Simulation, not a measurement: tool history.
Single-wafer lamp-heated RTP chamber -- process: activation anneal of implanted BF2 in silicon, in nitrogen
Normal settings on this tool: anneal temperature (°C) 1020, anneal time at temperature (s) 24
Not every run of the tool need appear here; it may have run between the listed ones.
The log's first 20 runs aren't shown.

| run | hour | anneal temperature (°C) | anneal time at temperature (s) | wafers since the last listed run | wafers since the last pyrometer calibration | wafers since the reflector plate was cleaned | hours since the gauge calibration | read-back reference wafer on the same gauge, sheet resistance | sheet resistance of the implanted and annealed layer (ohm/square) |
|---|---|---|---|---|---|---|---|---|---|
| 21 | 581.3 | 1020 | 24 | 244 | 1549 | 10000 | 828.1 | 144.58 | 154.69 |
| 22 | 602.4 | 1047 | 19 | 253 | 1803 | 10253 | 849.2 | 144.72 | 144.13 |
| 23 | 622.6 | 1046 | 37 | 242 | 2045 | 10495 | 869.4 | 144.52 | 136.25 |
|  | 651.9 | reflector plate cleaned |
| 24 | 726.9 | 1042 | 38 | 1155 | 3200 | 899 | 973.7 | 144.85 | 137.35 |
|  | 751.8 | gauge calibrated |
| 25 | 757.7 | 1031 | 17 | 369 | 3570 | 1268 | 5.9 | 140.77 | 148.87 |
| 26 | 783.3 | 999 | 15 | 307 | 3877 | 1575 | 31.5 | 141.07 | 175.90 |
| 27 | 807.6 | 1020 | 24 | 291 | 4168 | 1867 | 55.8 | 141.35 | 151.42 |
| 28 | 827.5 | 1011 | 14 | 238 | 4407 | 2106 | 75.7 | 141.53 | 167.60 |
| 29 | 844.6 | 1007 | 16 | 205 | 4612 | 2311 | 92.8 | 141.74 | 167.96 |
| 30 | 875.5 | 1020 | 24 | 370 | 4983 | 2681 | 123.7 | 142.13 | 152.53 |
| 31 | 899.0 | 1005 | 10 | 281 | 5265 | 2963 | 147.2 | 142.25 | 178.26 |
| 32 | 927.9 | 1033 | 13 | 346 | 5611 | 3310 | 176.1 | 142.39 | 153.88 |
| 33 | 944.5 | 1020 | 24 | 199 | 5810 | 3509 | 192.7 | 142.56 | 153.54 |
| 34 | 971.6 | 1033 | 24 | 325 | 6135 | 3834 | 219.8 | 142.68 | 145.79 |
| 35 | 989.7 | 1046 | 18 | 217 | 6353 | 4051 | 237.9 | 142.78 | 142.89 |
| 36 | 1005.9 | 996 | 32 | 194 | 6547 | 4246 | 254.1 | 143.05 | 167.76 |
| 37 | 1033.2 | 1043 | 24 | 327 | 6874 | 4573 | 281.4 | 143.10 | 141.53 |
| 38 | 1066.7 | 1020 | 18 | 401 | 7276 | 4975 | 314.9 | 143.32 | 157.41 |

Branching from run 38: 3 alternative next runs. What would each branch give?
| A | 1067.1 | 1020 | 24 | 4 | 7281 | 4980 | 315.3 | ? | ? |
| B | 1067.1 | 1032 | 14 | 4 | 7281 | 4980 | 315.3 | ? | ? |
| C | 1067.1 | 1007 | 31 | 4 | 7281 | 4980 | 315.3 | ? | ? |

| run | read-back reference wafer on the same gauge, sheet resistance | sheet resistance of the implanted and annealed layer (ohm/square) |
|---|---|---|
| A | 143.19 | 153.08 |
| B | 143.19 | 153.67 |
| C | 143.19 | 158.66 |
Without the tool's unlogged condition, the same runs would have read:
| run | sheet resistance of the implanted and annealed layer (ohm/square) |
|---|---|
| A | 150.64 |
| B | 151.22 |
| C | 156.13 |

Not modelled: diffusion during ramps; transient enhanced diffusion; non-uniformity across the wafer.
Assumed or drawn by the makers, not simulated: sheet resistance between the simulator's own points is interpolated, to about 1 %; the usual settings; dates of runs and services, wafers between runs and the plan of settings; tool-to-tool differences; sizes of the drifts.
